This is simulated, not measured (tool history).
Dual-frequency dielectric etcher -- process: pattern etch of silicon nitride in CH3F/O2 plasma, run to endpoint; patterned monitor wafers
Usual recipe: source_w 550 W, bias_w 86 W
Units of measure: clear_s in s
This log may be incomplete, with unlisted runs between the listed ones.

run,day,source_w,bias_w,"incoming incoming film thickness, nm",clear_s
1,0,550,86,56.5,53.3
2,0.671,550,86,56.4,53.4
3,1.033,550,86,56.6,53.5
4,1.538,590,86,56,51.7
5,1.829,590,86,56.1,51.9
6,2.471,550,86,56,53.4
7,3.221,550,86,56.5,53.7
8,3.821,550,86,56,53.1
9,4.371,550,86,55.8,53.1
10,4.646,550,86,56.3,53.5
11,5.325,550,86,56.4,54
12,5.804,550,86,55.9,53.6
13,6.417,460,78,56.2,60.4
14,7.012,550,86,56.7,54.1
15,8.479,500,108,56.1,47.1
16,8.496,550,86,55.9,51.8
17,8.546,550,86,56.1,51.7
18,9.2,640,75,56,52.5
19,11.154,470,77,56,58
20,11.762,550,95,55.9,48.8
21,12.462,650,79,56.2,51.3
22,12.888,550,86,55.9,51.6
23,13.621,550,80,56.7,54.8
24,13.979,650,98,56.7,46.2
25,14.662,430,72,56.9,63.3
26,15.017,480,98,55.4,50.5
27,15.342,650,68,56.4,56
28,16.067,550,72,56.2,57.8
29,17.121,420,78,56.3,60.9
30,17.546,550,86,56.1,52.3
31,17.812,660,73,56.8,54.2
32,18.296,680,104,56.2,43.9
33,18.825,550,86,55.9,52
34,19.262,670,68,56,55.5

Put back what was entered between runs (4 entries, withheld): which listed runs does each sit between, and how does the hidden state differ from the listed run before to the listed run after?
From run 14 to run 15: source power generator calibrated (day 7.879); upper electrode replaced (day 8.267); wet clean of the chamber (day 8.458)
  etch rate over this chamber's usual, %: -3.83 -> 0.0585
  measured less the result without the state, clear_s: +2 -> +0 s
From run 18 to run 19: bias power generator calibrated (day 9.479)
  etch rate over this chamber's usual, %: -0.044 -> -0.322
  measured less the result without the state, clear_s: +0 -> +0.2 s

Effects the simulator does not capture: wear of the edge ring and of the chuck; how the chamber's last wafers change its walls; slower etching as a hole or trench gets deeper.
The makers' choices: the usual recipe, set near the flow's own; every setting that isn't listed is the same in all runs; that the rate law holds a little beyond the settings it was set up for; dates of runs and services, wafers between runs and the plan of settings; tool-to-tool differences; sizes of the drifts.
